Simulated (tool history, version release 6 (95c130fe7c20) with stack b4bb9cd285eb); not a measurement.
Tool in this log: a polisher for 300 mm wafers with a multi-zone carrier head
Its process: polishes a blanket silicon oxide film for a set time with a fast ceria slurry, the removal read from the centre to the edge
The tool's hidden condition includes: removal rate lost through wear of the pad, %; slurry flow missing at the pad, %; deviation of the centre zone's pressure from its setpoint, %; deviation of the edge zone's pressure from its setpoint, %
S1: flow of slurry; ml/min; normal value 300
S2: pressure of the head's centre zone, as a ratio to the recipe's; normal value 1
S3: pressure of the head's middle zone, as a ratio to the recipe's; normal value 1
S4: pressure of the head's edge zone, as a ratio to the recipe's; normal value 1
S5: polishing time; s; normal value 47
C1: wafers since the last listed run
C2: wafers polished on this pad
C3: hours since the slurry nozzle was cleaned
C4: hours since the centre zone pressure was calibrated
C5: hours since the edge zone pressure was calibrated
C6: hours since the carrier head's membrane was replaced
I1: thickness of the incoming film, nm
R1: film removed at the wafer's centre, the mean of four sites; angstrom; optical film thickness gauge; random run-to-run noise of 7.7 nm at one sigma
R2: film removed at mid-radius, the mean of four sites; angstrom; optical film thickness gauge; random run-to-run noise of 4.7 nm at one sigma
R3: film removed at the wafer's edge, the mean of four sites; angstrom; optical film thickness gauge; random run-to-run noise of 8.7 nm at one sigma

| run | day | S1 | S2 | S3 | S4 | S5 | C1 | C2 | C3 | C4 | C5 | C6 | I1 | R1 | R2 | R3 |
|---|---|---|---|---|---|---|---|---|---|---|---|---|---|---|---|---|
| 1 | 0 | 300 | 1 | 1 | 0.91 | 47 | 0 | 619 | 225 | 1052.1 | 395.2 | 1009.6 | 1686 | 5198 | 5273 | 5172 |
|  | 0.521 | worn pad replaced by a new one |
| 2 | 0.542 | 300 | 1 | 1 | 0.91 | 47 | 97 | 5 | 238 | 1065.1 | 408.2 | 1022.6 | 1667 | 5525 | 5736 | 5575 |
| 3 | 0.854 | 300 | 1 | 1 | 1.07 | 47 | 81 | 86 | 245.5 | 1072.6 | 415.7 | 1030.1 | 1659.4 | 5556 | 5642 | 5972 |
| 4 | 1.317 | 300 | 1 | 1 | 1.07 | 47 | 119 | 206 | 256.6 | 1083.7 | 426.8 | 1041.2 | 1700.8 | 5331 | 5576 | 5837 |
| 5 | 1.579 | 300 | 1 | 1 | 1.07 | 47 | 68 | 274 | 262.9 | 1090 | 433.1 | 1047.5 | 1659.6 | 5379 | 5468 | 5707 |
|  | 2.383 | carrier head's membrane replaced by a new one |
| 6 | 2.404 | 300 | 1 | 1 | 0.9 | 47 | 159 | 434 | 282.7 | 1109.8 | 452.9 | 0.5 | 1646.6 | 5159 | 5326 | 5148 |
| 7 | 2.825 | 300 | 1 | 1 | 0.9 | 47 | 109 | 543 | 292.8 | 1119.9 | 463 | 10.6 | 1673.3 | 5355 | 5338 | 5114 |
|  | 3.454 | edge zone pressure recalibrated |
| 8 | 3.475 | 300 | 1 | 1 | 0.9 | 47 | 146 | 690 | 308.4 | 1135.5 | 0.5 | 26.2 | 1656.6 | 5112 | 5272 | 5104 |
|  | 3.742 | centre zone pressure recalibrated |
|  | 3.838 | worn pad replaced by a new one |
| 9 | 3.879 | 300 | 1 | 1 | 1 | 47 | 57 | 10 | 318.1 | 3.3 | 10.2 | 35.9 | 1673.3 | 5483 | 5802 | 5798 |
| 10 | 4.642 | 300 | 1 | 1 | 1 | 47 | 197 | 208 | 336.4 | 21.6 | 28.5 | 54.2 | 1651.8 | 5253 | 5456 | 5635 |
|  | 6.517 | worn pad replaced by a new one |
| 11 | 6.654 | 300 | 1 | 1 | 1 | 47 | 478 | 35 | 384.7 | 69.9 | 76.8 | 102.5 | 1661.4 | 5720 | 5688 | 5917 |
| 12 | 7.096 | 300 | 1.04 | 1 | 1 | 47 | 114 | 149 | 395.3 | 80.5 | 87.4 | 113.1 | 1663.4 | 5582 | 5561 | 5582 |

For run 13, what comes out?
|  | 7.25 | slurry nozzle cleaned |
| 13 | 7.646 | 300 | 1 | 1 | 1 | 47 | 131 | 281 | 9.5 | 93.7 | 100.6 | 126.3 | 1643 | ? | ? | ? |

{"run 13": {"R1": 5346, "R2": 5453, "R3": 5551}}
Had the tool carried no hidden state, the very same run would have given R1 5726 angstrom, R2 5841 angstrom, R3 5946 angstrom.
